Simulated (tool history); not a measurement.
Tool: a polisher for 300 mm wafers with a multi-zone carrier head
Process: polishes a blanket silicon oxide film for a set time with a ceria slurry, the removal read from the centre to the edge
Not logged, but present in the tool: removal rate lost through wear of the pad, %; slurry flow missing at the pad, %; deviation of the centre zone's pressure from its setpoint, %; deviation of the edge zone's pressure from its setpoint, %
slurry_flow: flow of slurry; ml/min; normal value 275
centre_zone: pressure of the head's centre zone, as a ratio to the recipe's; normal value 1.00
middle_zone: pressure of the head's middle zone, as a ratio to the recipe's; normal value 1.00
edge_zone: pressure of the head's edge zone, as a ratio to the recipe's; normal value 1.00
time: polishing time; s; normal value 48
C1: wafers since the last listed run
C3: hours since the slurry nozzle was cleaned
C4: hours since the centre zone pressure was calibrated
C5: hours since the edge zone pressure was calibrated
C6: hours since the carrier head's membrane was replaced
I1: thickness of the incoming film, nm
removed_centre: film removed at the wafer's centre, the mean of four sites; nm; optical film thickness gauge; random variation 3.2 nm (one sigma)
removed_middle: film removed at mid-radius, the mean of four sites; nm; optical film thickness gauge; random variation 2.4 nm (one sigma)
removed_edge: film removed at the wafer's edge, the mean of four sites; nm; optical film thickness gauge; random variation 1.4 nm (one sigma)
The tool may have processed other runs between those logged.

run 1 hour=0.0 | slurry_flow=275 centre_zone=1.00 middle_zone=1.00 edge_zone=1.00 time=48 | C1=0 wafers_polished_on_this_pad=1156 C3=175.2 C4=1229.1 C5=214.2 C6=226.9 | I1=957.6 | removed_centre=194.9 removed_middle=196.4 removed_edge=202.0
-- hour=46.1 centre zone pressure recalibrated
run 2 hour=47.5 | slurry_flow=275 centre_zone=1.00 middle_zone=1.00 edge_zone=1.00 time=48 | C1=331 wafers_polished_on_this_pad=1487 C3=222.7 C4=1.4 C5=261.7 C6=274.4 | I1=961.3 | removed_centre=194.0 removed_middle=195.5 removed_edge=201.1
run 3 hour=85.7 | slurry_flow=275 centre_zone=1.00 middle_zone=1.00 edge_zone=1.00 time=48 | C1=278 wafers_polished_on_this_pad=1766 C3=260.9 C4=39.6 C5=299.9 C6=312.6 | I1=972.1 | removed_centre=196.0 removed_middle=198.1 removed_edge=198.1
run 4 hour=187.3 | slurry_flow=215 centre_zone=0.89 middle_zone=1.12 edge_zone=0.90 time=48 | C1=739 wafers_polished_on_this_pad=2505 C3=362.5 C4=141.2 C5=401.5 C6=414.2 | I1=962.8 | removed_centre=163.7 removed_middle=198.3 removed_edge=179.9
-- hour=232.4 edge zone pressure recalibrated
run 5 hour=253.6 | slurry_flow=185 centre_zone=1.00 middle_zone=1.11 edge_zone=1.00 time=53 | C1=468 wafers_polished_on_this_pad=2973 C3=428.8 C4=207.5 C5=21.2 C6=480.5 | I1=974.8 | removed_centre=186.2 removed_middle=205.9 removed_edge=201.2
-- hour=285.4 worn pad replaced by a new one
run 6 hour=319.4 | slurry_flow=275 centre_zone=1.00 middle_zone=1.00 edge_zone=1.00 time=48 | C1=449 wafers_polished_on_this_pad=247 C3=494.6 C4=273.3 C5=87.0 C6=546.3 | I1=970.1 | removed_centre=186.5 removed_middle=189.3 removed_edge=195.9
-- hour=335.5 slurry nozzle cleaned
run 7 hour=511.1 | slurry_flow=275 centre_zone=1.00 middle_zone=1.00 edge_zone=0.92 time=48 | C1=1388 wafers_polished_on_this_pad=1635 C3=175.6 C4=465.0 C5=278.7 C6=738.0 | I1=958.9 | removed_centre=200.8 removed_middle=203.4 removed_edge=196.5
run 8 hour=575.3 | slurry_flow=275 centre_zone=1.08 middle_zone=1.00 edge_zone=1.00 time=63 | C1=467 wafers_polished_on_this_pad=2103 C3=239.8 C4=529.2 C5=342.9 C6=802.2 | I1=960.3 | removed_centre=283.5 removed_middle=261.9 removed_edge=266.9
run 9 hour=636.6 | slurry_flow=275 centre_zone=1.00 middle_zone=1.00 edge_zone=1.00 time=48 | C1=446 wafers_polished_on_this_pad=2549 C3=301.1 C4=590.5 C5=404.2 C6=863.5 | I1=978.5 | removed_centre=198.7 removed_middle=196.9 removed_edge=203.1
-- hour=672.6 edge zone pressure recalibrated
run 10 hour=698.9 | slurry_flow=275 centre_zone=1.00 middle_zone=1.00 edge_zone=1.00 time=48 | C1=439 wafers_polished_on_this_pad=2988 C3=363.4 C4=652.8 C5=26.3 C6=925.8 | I1=983.8 | removed_centre=193.7 removed_middle=196.8 removed_edge=203.7
run 11 hour=732.7 | slurry_flow=275 centre_zone=1.00 middle_zone=0.96 edge_zone=0.96 time=48 | C1=246 wafers_polished_on_this_pad=3234 C3=397.2 C4=686.6 C5=60.1 C6=959.6 | I1=977.3 | removed_centre=191.4 removed_middle=191.6 removed_edge=198.5
run 12 hour=756.8 | slurry_flow=275 centre_zone=1.00 middle_zone=1.00 edge_zone=1.00 time=48 | C1=175 wafers_polished_on_this_pad=3410 C3=421.3 C4=710.7 C5=84.2 C6=983.7 | I1=981.5 | removed_centre=193.3 removed_middle=194.2 removed_edge=200.8
-- hour=811.3 worn pad replaced by a new one
run 13 hour=811.8 | slurry_flow=275 centre_zone=1.00 middle_zone=1.00 edge_zone=1.00 time=48 | C1=371 wafers_polished_on_this_pad=3 C3=476.3 C4=765.7 C5=139.2 C6=1038.7 | I1=963.6 | removed_centre=198.7 removed_middle=192.8 removed_edge=199.3
-- hour=864.0 slurry nozzle cleaned
run 14 hour=875.5 | slurry_flow=275 centre_zone=1.00 middle_zone=1.00 edge_zone=1.00 time=48 | C1=456 wafers_polished_on_this_pad=460 C3=11.5 C4=829.4 C5=202.9 C6=1102.4 | I1=977.8 | removed_centre=209.7 removed_middle=211.6 removed_edge=210.0
run 15 hour=925.0 | slurry_flow=350 centre_zone=1.00 middle_zone=1.00 edge_zone=1.07 time=48 | C1=360 wafers_polished_on_this_pad=820 C3=61.0 C4=878.9 C5=252.4 C6=1151.9 | I1=984.4 | removed_centre=213.9 removed_middle=216.7 removed_edge=224.1
run 16 hour=992.7 | slurry_flow=275 centre_zone=1.00 middle_zone=1.10 edge_zone=1.08 time=48 | C1=492 wafers_polished_on_this_pad=1313 C3=128.7 C4=946.6 C5=320.1 C6=1219.6 | I1=969.3 | removed_centre=203.1 removed_middle=219.1 removed_edge=211.0
run 17 hour=1032.1 | slurry_flow=275 centre_zone=1.00 middle_zone=1.00 edge_zone=1.00 time=48 | C1=286 wafers_polished_on_this_pad=1600 C3=168.1 C4=986.0 C5=359.5 C6=1259.0 | I1=976.0 | removed_centre=208.4 removed_middle=201.6 removed_edge=205.3
run 18 hour=1088.5 | slurry_flow=275 centre_zone=0.96 middle_zone=1.00 edge_zone=1.10 time=48 | C1=410 wafers_polished_on_this_pad=2010 C3=224.5 C4=1042.4 C5=415.9 C6=1315.4 | I1=980.9 | removed_centre=188.5 removed_middle=197.0 removed_edge=212.3
run 19 hour=1151.8 | slurry_flow=275 centre_zone=0.89 middle_zone=1.11 edge_zone=1.00 time=48 | C1=460 wafers_polished_on_this_pad=2471 C3=287.8 C4=1105.7 C5=479.2 C6=1378.7 | I1=979.1 | removed_centre=178.0 removed_middle=215.1 removed_edge=199.3
-- hour=1199.5 edge zone pressure recalibrated
run 20 hour=1213.3 | slurry_flow=275 centre_zone=0.91 middle_zone=0.96 edge_zone=1.00 time=56 | C1=433 wafers_polished_on_this_pad=2904 C3=349.3 C4=1167.2 C5=13.8 C6=1440.2 | I1=977.2 | removed_centre=207.9 removed_middle=220.8 removed_edge=235.3

Run 21 has not been measured yet. What should we expect?
run 21 hour=1272.4 | slurry_flow=275 centre_zone=0.92 middle_zone=0.89 edge_zone=1.00 time=48 | C1=430 wafers_polished_on_this_pad=3335 C3=408.4 C4=1226.3 C5=72.9 C6=1499.3 | I1=982.1 | removed_centre=? removed_middle=? removed_edge=?

{"run 21": {"removed_centre": 178.6, "removed_middle": 177.9, "removed_edge": 199.5}}
On a tool with no hidden condition, and with the same random variation, this run would have come out at removed_centre 196.1 nm, removed_middle 193.5 nm, removed_edge 212.2 nm.

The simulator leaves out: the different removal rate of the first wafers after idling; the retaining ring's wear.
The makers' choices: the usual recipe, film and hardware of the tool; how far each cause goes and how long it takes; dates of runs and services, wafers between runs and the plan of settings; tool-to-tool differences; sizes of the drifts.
